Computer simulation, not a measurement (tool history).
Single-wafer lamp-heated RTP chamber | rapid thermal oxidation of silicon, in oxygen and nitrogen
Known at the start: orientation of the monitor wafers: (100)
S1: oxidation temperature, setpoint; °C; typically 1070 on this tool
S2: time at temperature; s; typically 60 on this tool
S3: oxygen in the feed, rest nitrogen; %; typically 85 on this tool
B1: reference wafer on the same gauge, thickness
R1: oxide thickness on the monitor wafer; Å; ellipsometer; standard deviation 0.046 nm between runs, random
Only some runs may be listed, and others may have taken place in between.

run 1 hour=0 | S1=1070 S2=60 S3=85 | B1=8.948 | R1=89.39
run 2 hour=17.7 | S1=1070 S2=60 S3=85 | B1=8.923 | R1=89.1
run 3 hour=47.1 | S1=1070 S2=60 S3=85 | B1=8.936 | R1=89.08
run 4 hour=64.1 | S1=1094 S2=60 S3=85 | B1=8.933 | R1=104.21
run 5 hour=95.9 | S1=1070 S2=60 S3=85 | B1=8.948 | R1=88.7
run 6 hour=108.8 | S1=1070 S2=60 S3=85 | B1=8.945 | R1=88.55
run 7 hour=131.7 | S1=1070 S2=60 S3=85 | B1=8.942 | R1=88.85
run 8 hour=144.7 | S1=1070 S2=60 S3=85 | B1=8.948 | R1=88.42
run 9 hour=169.5 | S1=1070 S2=60 S3=85 | B1=8.953 | R1=89.61
run 10 hour=258.8 | S1=1070 S2=69 S3=98 | B1=8.943 | R1=100.15
run 11 hour=280 | S1=1070 S2=69 S3=98 | B1=8.936 | R1=100.29
-- hour=318.4 oxygen flow controller replaced
run 12 hour=318.9 | S1=1070 S2=69 S3=98 | B1=8.931 | R1=99.42
run 13 hour=341.3 | S1=1070 S2=60 S3=85 | B1=8.934 | R1=88.12
run 14 hour=355.8 | S1=1086 S2=60 S3=85 | B1=8.935 | R1=99.08
run 15 hour=389.6 | S1=1070 S2=60 S3=85 | B1=8.923 | R1=88.49
-- hour=404.6 pyrometer window cleaned and pyrometer calibrated
run 16 hour=420.8 | S1=1070 S2=60 S3=85 | B1=8.933 | R1=88.56
run 17 hour=433.3 | S1=1058 S2=60 S3=85 | B1=8.932 | R1=81.43
run 18 hour=455.8 | S1=1070 S2=60 S3=85 | B1=8.939 | R1=88.43
run 19 hour=480.3 | S1=1070 S2=86 S3=85 | B1=8.953 | R1=105.28
run 20 hour=501.2 | S1=1086 S2=60 S3=97 | B1=8.953 | R1=104.36
-- hour=509.3 gauge calibrated
run 21 hour=535.3 | S1=1088 S2=41 S3=98 | B1=8.954 | R1=88.82
run 22 hour=562 | S1=1070 S2=78 S3=85 | B1=8.942 | R1=100.16
run 23 hour=579.7 | S1=1098 S2=60 S3=85 | B1=8.944 | R1=106.79
run 24 hour=597.3 | S1=1070 S2=60 S3=85 | B1=8.932 | R1=89.73
run 25 hour=614.5 | S1=1070 S2=78 S3=85 | B1=8.944 | R1=100.39

Predict the results of run 26:
run 26 hour=644.1 | S1=1091 S2=49 S3=98 | B1=? | R1=?

{"run 26": {"B1": 8.933, "R1": 98.72}}
With the hidden condition absent and the run-to-run variation left alone, this run would have shown R1 98.72 Å.

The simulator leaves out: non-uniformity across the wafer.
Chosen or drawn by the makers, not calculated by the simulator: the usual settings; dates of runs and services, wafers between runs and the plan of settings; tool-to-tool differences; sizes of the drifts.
